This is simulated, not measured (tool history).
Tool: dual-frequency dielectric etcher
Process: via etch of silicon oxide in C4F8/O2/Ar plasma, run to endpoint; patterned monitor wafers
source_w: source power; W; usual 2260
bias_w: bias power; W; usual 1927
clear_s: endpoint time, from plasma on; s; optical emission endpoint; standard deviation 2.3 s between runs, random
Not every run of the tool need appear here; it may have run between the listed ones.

run	day	source_w	bias_w	incoming incoming film thickness, nm	clear_s
1	0	2260	1927	1382.8	279.1
2	1.704	2260	1927	1372.8	279.4
3	5.954	2260	1927	1388	281.1
4	8.454	2260	1927	1368.6	282.5
# day 12.838: wet clean of the chamber
5	12.858	1970	2252	1384.8	296.8
6	16.325	2260	1927	1388.3	292.6
7	20.521	2260	1927	1376.5	292.1
8	22.525	2260	1927	1374.7	294.4
9	25.112	2260	1927	1370.6	293.4
# day 27.946: wet clean of the chamber, repeated, since the last time left the tool worse
10	29.1	2260	1927	1385.4	281.8
# day 30.212: source power generator calibrated
11	31.967	2260	1927	1373.1	271.5
# day 34.425: bias power generator calibrated
12	35.058	2260	1927	1370.6	280.4
# day 37.017: upper electrode replaced
13	37.038	2810	2218	1390.5	244.2
14	41.104	2260	1927	1384.1	281.4
# day 44.575: wet clean of the chamber
15	44.954	2620	1713	1378.8	264.4
16	47.162	1950	1927	1385.7	301
17	50.062	2260	1521	1390.1	297.1
18	53.454	1790	1759	1386.6	321.1
19	57.204	1900	1790	1389.2	310.3
20	61.154	1810	1708	1390.8	328.9
21	63.892	2010	2132	1389.9	294.4
# day 65.896: wet clean of the chamber
22	67.55	2680	2239	1371.1	244.2
23	71.396	1890	1927	1387.2	306.4

Branching from run 23: 5 alternative next runs. What would each branch give?
A	71.417	2260	2151	1371.5	?
B	71.417	2080	2051	1371.5	?
C	71.417	2600	1779	1371.5	?
D	71.417	2260	1638	1371.5	?
E	71.417	2700	2158	1371.5	?

run	clear_s
A	266.7
B	281.2
C	261.5
D	285.5
E	244.8
With no hidden state in the tool, these same runs would have given:
run	clear_s
A	264.9
B	279.3
C	259.7
D	283.6
E	243.1
